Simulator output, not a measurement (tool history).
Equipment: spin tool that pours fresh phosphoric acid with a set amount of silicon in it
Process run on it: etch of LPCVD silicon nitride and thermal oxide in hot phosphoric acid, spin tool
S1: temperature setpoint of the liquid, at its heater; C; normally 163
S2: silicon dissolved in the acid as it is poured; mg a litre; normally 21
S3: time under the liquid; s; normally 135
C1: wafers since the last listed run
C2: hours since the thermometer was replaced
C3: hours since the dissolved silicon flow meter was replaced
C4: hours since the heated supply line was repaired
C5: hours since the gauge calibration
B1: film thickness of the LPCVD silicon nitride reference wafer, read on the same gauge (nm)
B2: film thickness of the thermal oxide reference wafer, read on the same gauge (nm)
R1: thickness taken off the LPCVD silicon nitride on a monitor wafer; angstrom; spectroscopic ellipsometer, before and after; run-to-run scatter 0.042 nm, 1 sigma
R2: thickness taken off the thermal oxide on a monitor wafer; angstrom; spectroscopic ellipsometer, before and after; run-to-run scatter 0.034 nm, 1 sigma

run 1 hour=0 | S1=163 S2=9 S3=135 | C1=0 C2=683 C3=539.6 C4=577.7 C5=2504.4 | B1=99.98 B2=129.986 | R1=135 R2=3.56
-- hour=41.2 thermometer replaced
run 2 hour=69.8 | S1=164.5 S2=16 S3=110 | C1=779 C2=28.6 C3=609.4 C4=647.5 C5=2574.2 | B1=99.98 B2=130.017 | R1=116.1 R2=3.04
run 3 hour=127.9 | S1=164 S2=5 S3=180 | C1=657 C2=86.7 C3=667.5 C4=705.6 C5=2632.3 | B1=100.01 B2=130.012 | R1=187.6 R2=5.27
-- hour=178.5 gauge calibrated
run 4 hour=223.7 | S1=163 S2=21 S3=75 | C1=1084 C2=182.5 C3=763.3 C4=801.4 C5=45.2 | B1=100.03 B2=130.022 | R1=75 R2=1.4
run 5 hour=280.9 | S1=163 S2=32 S3=135 | C1=647 C2=239.7 C3=820.5 C4=858.6 C5=102.4 | B1=99.98 B2=130 | R1=135.1 R2=2.31
run 6 hour=380.7 | S1=163 S2=21 S3=55 | C1=1130 C2=339.5 C3=920.3 C4=958.4 C5=202.2 | B1=100.01 B2=130.026 | R1=55 R2=0.91
run 7 hour=420 | S1=164 S2=21 S3=135 | C1=445 C2=378.8 C3=959.6 C4=997.7 C5=241.5 | B1=99.97 B2=129.997 | R1=139.7 R2=3
-- hour=438.4 dissolved silicon flow meter replaced
run 8 hour=480.7 | S1=162 S2=28.5 S3=90 | C1=676 C2=439.5 C3=42.3 C4=1058.4 C5=302.2 | B1=100 B2=130.004 | R1=87.3 R2=1.53
run 9 hour=575.5 | S1=163 S2=21 S3=110 | C1=1073 C2=534.3 C3=137.1 C4=1153.2 C5=397 | B1=100.04 B2=130.002 | R1=110 R2=2.2
run 10 hour=688.7 | S1=166 S2=32 S3=90 | C1=1281 C2=647.5 C3=250.3 C4=1266.4 C5=510.2 | B1=99.99 B2=129.994 | R1=99.4 R2=1.65
-- hour=778.4 thermometer replaced
run 11 hour=791.1 | S1=163 S2=21 S3=135 | C1=1148 C2=12.7 C3=352.7 C4=1368.8 C5=612.6 | B1=100.01 B2=130.006 | R1=134.6 R2=2.97
run 12 hour=852.8 | S1=163 S2=33.5 S3=170 | C1=698 C2=74.4 C3=414.4 C4=1430.5 C5=674.3 | B1=100.02 B2=130.001 | R1=170.3 R2=2.16
run 13 hour=891.4 | S1=161 S2=8.5 S3=195 | C1=437 C2=113 C3=453 C4=1469.1 C5=712.9 | B1=100.01 B2=130.003 | R1=183 R2=4.2
run 14 hour=949.8 | S1=165.5 S2=27 S3=175 | C1=661 C2=171.4 C3=511.4 C4=1527.5 C5=771.3 | B1=99.99 B2=129.977 | R1=189.4 R2=3.51
run 15 hour=1054.8 | S1=165 S2=26.5 S3=135 | C1=1189 C2=276.4 C3=616.4 C4=1632.5 C5=876.3 | B1=99.99 B2=129.999 | R1=144 R2=2.57
run 16 hour=1161.2 | S1=160.5 S2=7.5 S3=135 | C1=1204 C2=382.8 C3=722.8 C4=1738.9 C5=982.7 | B1=99.99 B2=129.99 | R1=124.1 R2=2.9
run 17 hour=1245.7 | S1=164 S2=5 S3=180 | C1=956 C2=467.3 C3=807.3 C4=1823.4 C5=1067.2 | B1=100.02 B2=130.025 | R1=185.2 R2=5.81
run 18 hour=1297.9 | S1=163 S2=7 S3=95 | C1=591 C2=519.5 C3=859.5 C4=1875.6 C5=1119.4 | B1=99.99 B2=129.999 | R1=94.7 R2=2.94
-- hour=1376.6 dissolved silicon flow meter replaced
run 19 hour=1383.5 | S1=163 S2=21 S3=135 | C1=958 C2=605.1 C3=6.9 C4=1961.2 C5=1205 | B1=100.01 B2=129.997 | R1=134.6 R2=2.58
-- hour=1442.1 heated supply line repaired
run 20 hour=1465.9 | S1=163 S2=21 S3=135 | C1=921 C2=687.5 C3=89.3 C4=23.8 C5=1287.4 | B1=99.98 B2=130.014 | R1=135.6 R2=2.74
run 21 hour=1514.5 | S1=163 S2=5 S3=135 | C1=550 C2=736.1 C3=137.9 C4=72.4 C5=1336 | B1=100.01 B2=129.996 | R1=135.9 R2=3.62

Predict each of these 5 candidate next runs independently; none follows another, all start after run 21:
run A hour=1515 | S1=163 S2=21 S3=90 | C1=5 C2=736.6 C3=138.4 C4=72.9 C5=1336.5 | B1=? B2=? | R1=? R2=?
run B hour=1515 | S1=165 S2=28.5 S3=205 | C1=5 C2=736.6 C3=138.4 C4=72.9 C5=1336.5 | B1=? B2=? | R1=? R2=?
run C hour=1515 | S1=164.5 S2=33 S3=160 | C1=5 C2=736.6 C3=138.4 C4=72.9 C5=1336.5 | B1=? B2=? | R1=? R2=?
run D hour=1515 | S1=163 S2=14.5 S3=205 | C1=5 C2=736.6 C3=138.4 C4=72.9 C5=1336.5 | B1=? B2=? | R1=? R2=?
run E hour=1515 | S1=164.5 S2=33.5 S3=135 | C1=5 C2=736.6 C3=138.4 C4=72.9 C5=1336.5 | B1=? B2=? | R1=? R2=?

run=A B1=99.96 B2=130.005 R1=90.8 R2=1.62
run=B B1=99.96 B2=130.005 R1=221 R2=3.33
run=C B1=99.96 B2=130.005 R1=169.7 R2=2.08
run=D B1=99.96 B2=130.005 R1=206.9 R2=4.41
run=E B1=99.96 B2=130.005 R1=143.2 R2=1.72
Stripped of hidden state, with their random variation kept, the same runs would have yielded:
run=A R1=90.9 R2=1.63
run=B R1=221.2 R2=3.34
run=C R1=169.8 R2=2.09
run=D R1=207.1 R2=4.42
run=E R1=143.3 R2=1.72

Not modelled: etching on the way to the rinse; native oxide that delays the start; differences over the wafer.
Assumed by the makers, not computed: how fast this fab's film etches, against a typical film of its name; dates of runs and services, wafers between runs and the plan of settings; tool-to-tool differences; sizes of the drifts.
